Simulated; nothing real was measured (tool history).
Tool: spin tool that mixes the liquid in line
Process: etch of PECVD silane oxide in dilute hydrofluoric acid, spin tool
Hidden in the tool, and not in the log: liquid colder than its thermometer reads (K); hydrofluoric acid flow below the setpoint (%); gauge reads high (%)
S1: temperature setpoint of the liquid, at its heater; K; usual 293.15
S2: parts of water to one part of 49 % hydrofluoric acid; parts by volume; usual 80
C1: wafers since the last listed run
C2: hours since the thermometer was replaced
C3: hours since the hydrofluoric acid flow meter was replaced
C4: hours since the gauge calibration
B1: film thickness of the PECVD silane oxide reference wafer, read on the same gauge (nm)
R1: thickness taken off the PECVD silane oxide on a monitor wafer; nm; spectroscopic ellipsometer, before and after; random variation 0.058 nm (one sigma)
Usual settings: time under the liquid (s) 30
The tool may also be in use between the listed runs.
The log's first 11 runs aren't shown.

{"hour": 277.1, "done": "hydrofluoric acid flow meter replaced"}
{"run": 12, "hour": 285.2, "S1": 293.15, "S2": 80, "time under the liquid (s)": 20, "C1": 517, "C2": 1648.5, "C3": 8.1, "C4": 1053.8, "B1": 129.98, "R1": 10.3}
{"run": 13, "hour": 315.5, "S1": 290.65, "S2": 100, "time under the liquid (s)": 30, "C1": 460, "C2": 1678.8, "C3": 38.4, "C4": 1084.1, "B1": 129.96, "R1": 10.89}
{"run": 14, "hour": 329.6, "S1": 293.15, "S2": 80, "time under the liquid (s)": 30, "C1": 214, "C2": 1692.9, "C3": 52.5, "C4": 1098.2, "B1": 130.05, "R1": 15.49}
{"run": 15, "hour": 360.3, "S1": 293.15, "S2": 80, "time under the liquid (s)": 30, "C1": 466, "C2": 1723.6, "C3": 83.2, "C4": 1128.9, "B1": 130.04, "R1": 15.43}
{"run": 16, "hour": 393.6, "S1": 290.15, "S2": 60, "time under the liquid (s)": 45, "C1": 506, "C2": 1756.9, "C3": 116.5, "C4": 1162.2, "B1": 129.98, "R1": 27.81}
{"hour": 411.9, "done": "thermometer replaced"}
{"run": 17, "hour": 415.4, "S1": 293.15, "S2": 100, "time under the liquid (s)": 30, "C1": 316, "C2": 3.5, "C3": 138.3, "C4": 1184.0, "B1": 129.96, "R1": 12.0}
{"run": 18, "hour": 440.3, "S1": 296.65, "S2": 80, "time under the liquid (s)": 50, "C1": 378, "C2": 28.4, "C3": 163.2, "C4": 1208.9, "B1": 130.03, "R1": 29.5}
{"run": 19, "hour": 468.6, "S1": 293.15, "S2": 80, "time under the liquid (s)": 50, "C1": 430, "C2": 56.7, "C3": 191.5, "C4": 1237.2, "B1": 130.01, "R1": 25.62}
{"hour": 501.4, "done": "gauge calibrated"}
{"run": 20, "hour": 559.7, "S1": 293.15, "S2": 80, "time under the liquid (s)": 30, "C1": 1385, "C2": 147.8, "C3": 282.6, "C4": 58.3, "B1": 129.97, "R1": 15.3}

Run 21 comes next. What will it give?
{"run": 21, "hour": 584.8, "S1": 293.15, "S2": 80, "time under the liquid (s)": 30, "C1": 381, "C2": 172.9, "C3": 307.7, "C4": 83.4, "B1": "?", "R1": "?"}

{"run 21": {"B1": 130.01, "R1": 15.37}}
Without the tool's hidden state the same run would have given R1 15.58 nm.
